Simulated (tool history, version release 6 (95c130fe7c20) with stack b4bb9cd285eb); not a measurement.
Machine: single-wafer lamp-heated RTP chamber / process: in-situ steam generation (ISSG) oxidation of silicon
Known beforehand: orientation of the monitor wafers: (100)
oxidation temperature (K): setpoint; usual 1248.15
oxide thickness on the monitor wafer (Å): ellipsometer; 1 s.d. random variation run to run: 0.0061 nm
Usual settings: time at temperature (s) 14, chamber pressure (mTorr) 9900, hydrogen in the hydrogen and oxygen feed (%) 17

run,hour,oxidation temperature (K),time at temperature (s),chamber pressure (mTorr),hydrogen in the hydrogen and oxygen feed (%),"read-back reference wafer on the same gauge, thickness",oxide thickness on the monitor wafer (Å)
1,0.0,1248.15,14,9900,17,3.420,40.78
2,37.9,1248.15,14,9900,17,3.419,40.88
3,76.8,1248.15,14,9900,17,3.420,40.92
4,141.0,1248.15,14,9900,17,3.421,40.91
5,269.4,1248.15,14,9900,17,3.421,41.09
# hour 306.7: pyrometer window cleaned and pyrometer calibrated
6,307.2,1248.15,14,9900,17,3.420,40.96
# hour 316.1: gauge calibrated
# hour 365.9: hydrogen flow controller replaced
7,366.4,1248.15,14,9900,17,3.420,41.00
8,398.4,1248.15,14,9900,17,3.418,40.84
# hour 412.5: pressure gauge zeroed
9,454.7,1264.15,14,9900,17,3.420,43.17
10,486.0,1232.15,18,9900,23,3.418,46.34
11,552.1,1237.15,17,10200,25,3.421,46.45
12,614.2,1231.15,14,10200,21,3.420,40.68
13,683.0,1256.15,20,10200,22,3.420,51.95
# hour 719.2: pyrometer window cleaned and pyrometer calibrated
14,720.0,1248.15,10,9300,13,3.420,33.86
# hour 734.9: gauge calibrated
15,784.6,1248.15,14,8500,17,3.420,41.50
16,832.8,1256.15,10,9900,17,3.419,36.49
17,902.3,1237.15,17,10200,25,3.419,46.47

For some of the steps in oxide thickness on the monitor wafer (Å) from one run to the next: how much would appear even if the tool had no hidden state, given the settings, what came in and random variation, and how much remains for the hidden state plus any gauge scatter that the measured result and the result without hidden state don't share?
What the log doesn't record here: true wafer temperature minus pyrometer reading, K; true pressure minus gauge reading, Torr; deviation of the hydrogen flow from its setpoint, %; gauge reads high (%).
Run 13 -> 14: oxidation temperature (K) 1256.15 -> 1248.15, time at temperature (s) 20 -> 10, chamber pressure (mTorr) 10200 -> 9300, hydrogen in the hydrogen and oxygen feed (%) 22 -> 13, pyrometer window cleaned and pyrometer calibrated. oxide thickness on the monitor wafer (Å) -18.09: hidden state -0.57, all else -17.52.

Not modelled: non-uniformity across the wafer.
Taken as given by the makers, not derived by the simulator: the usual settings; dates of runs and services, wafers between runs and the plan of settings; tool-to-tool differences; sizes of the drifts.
